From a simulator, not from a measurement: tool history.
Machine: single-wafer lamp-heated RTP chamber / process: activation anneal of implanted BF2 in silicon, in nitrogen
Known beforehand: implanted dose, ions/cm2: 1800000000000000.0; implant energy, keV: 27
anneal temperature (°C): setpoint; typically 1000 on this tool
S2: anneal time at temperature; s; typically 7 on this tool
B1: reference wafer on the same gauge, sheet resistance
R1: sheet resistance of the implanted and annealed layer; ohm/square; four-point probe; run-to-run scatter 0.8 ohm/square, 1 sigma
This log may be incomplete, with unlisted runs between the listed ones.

Run 1, hour 0: usual settings; B1 167. Result: R1 171 ohm/square.
Run 2, hour 7.2: usual settings; B1 167.03. Result: R1 170.71 ohm/square.
Run 3, hour 20.9: usual settings; B1 166.98. Result: R1 171.14 ohm/square.
Run 4, hour 31.6: usual settings; B1 166.98. Result: R1 171.14 ohm/square.
Run 5, hour 38.8: usual settings but S2 9 s; B1 167.03. Result: R1 167.34 ohm/square.
Run 6, hour 55.1: usual settings but S2 9 s; B1 166.79. Result: R1 168.43 ohm/square.
Run 7, hour 64: usual settings; B1 167.25. Result: R1 172 ohm/square.
Run 8, hour 72.2: usual settings; B1 166.95. Result: R1 172.04 ohm/square.
Run 9, hour 82.4: usual settings but S2 5 s; B1 167.2. Result: R1 176.66 ohm/square.
Run 10, hour 99.5: usual settings but S2 5 s; B1 167.2. Result: R1 175.17 ohm/square.
Run 11, hour 115.9: usual settings; B1 167.09. Result: R1 172.43 ohm/square.
Run 12, hour 127.2: usual settings but anneal temperature (°C) 1019, S2 4 s; B1 167.12. Result: R1 162.09 ohm/square.
Run 13, hour 134.5: usual settings but anneal temperature (°C) 1019, S2 4 s; B1 166.79. Result: R1 160.98 ohm/square.
Run 14, hour 148.6: usual settings; B1 167.12. Result: R1 170.41 ohm/square.
Run 15, hour 160.6: usual settings; B1 166.99. Result: R1 169.96 ohm/square.
Run 16, hour 173.4: usual settings but S2 6 s; B1 166.9. Result: R1 171.85 ohm/square.
At hour 191.5: reflector plate cleaned.
Run 17, hour 224.2: usual settings but S2 10 s; B1 167.06. Result: R1 163.14 ohm/square.
Run 18, hour 240.9: usual settings but anneal temperature (°C) 987; B1 167.17. Result: R1 182.89 ohm/square.
At hour 250.9: gauge calibrated.
Run 19, hour 256.7: usual settings but anneal temperature (°C) 1015, S2 9 s; B1 167.13. Result: R1 150.22 ohm/square.
Run 20, hour 269.4: usual settings; B1 167.12. Result: R1 168.22 ohm/square.

Run 21, settings as shown, results not yet in. Your forecast:
Run 21, hour 286.2: usual settings but S2 3 s; B1 ?. Result: R1 ?.

{"run 21": {"B1": 166.93, "R1": 178.02}}
On a tool with no hidden condition, and with the same random variation, this run would have come out at R1 182.39 ohm/square.
